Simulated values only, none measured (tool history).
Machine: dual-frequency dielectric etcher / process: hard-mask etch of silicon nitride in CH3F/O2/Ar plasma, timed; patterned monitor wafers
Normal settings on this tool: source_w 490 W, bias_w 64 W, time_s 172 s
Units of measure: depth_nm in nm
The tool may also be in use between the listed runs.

run,hour,source_w,bias_w,time_s,"read-back reference wafer on the same gauge, depth_nm",depth_nm
1,0,490,53,172,137,118.1
# hour 87.6: bias power generator calibrated
2,132.4,490,74,183,137,153.1
3,203.4,490,64,161,137,124.8
4,253.7,490,64,161,137.1,125
# hour 289.2: wet clean of the chamber
5,316.2,490,64,161,137,125.3
6,380.4,490,64,172,137,133
7,405.1,490,75,144,137.1,121.4
8,430.8,490,64,172,136.9,133.6
# hour 483.7: source power generator calibrated
9,492,490,51,211,136.9,145.4
10,526.7,560,56,191.5,136.9,142.1
11,581.5,390,71,172,137.1,135.1
12,628.6,490,64,172,136.9,134.3
13,697.3,490,64,172,137,133.2
14,764,410,57,211,137,147.9
15,831.9,600,54,131,137,96.2
# hour 889.6: wet clean of the chamber
16,893.8,490,59,212.5,137,155.9
17,960.5,490,64,172,136.9,132.3
18,1012.2,540,56,220.5,137,161.5
19,1046.8,490,64,172,136.9,133.7
20,1078.8,560,52,207,136.9,146.4
21,1140.3,490,64,172,137,132
22,1177.5,490,64,130.5,136.9,100.8
23,1232.9,580,71,172,137,145.3
24,1258.8,430,50,206.5,136.9,135.6
25,1315.6,540,79,172,137,150.9
26,1375.5,490,64,172,137,132.8
# hour 1411.1: wet clean of the chamber
27,1411.6,490,64,172,137,132.3
28,1469.2,520,78,172,137.1,148.6
29,1510.5,490,64,218.5,137,168.2
30,1544.5,610,79,172,137.1,153.3
31,1584.6,490,64,172,136.9,132.5

Each row is a separate what-if for the run after 31, all from the same tool condition, not one after another. Results?
A,1585.1,490,64,172,?,?
B,1585.1,490,77,209.5,?,?
C,1585.1,490,60,214.5,?,?

run,"read-back reference wafer on the same gauge, depth_nm",depth_nm
A,137,132.4
B,137,177.4
C,137,159.6
Stripped of hidden state, with their random variation kept, the same runs would have yielded:
run,depth_nm
A,133.4
B,178.8
C,160.7
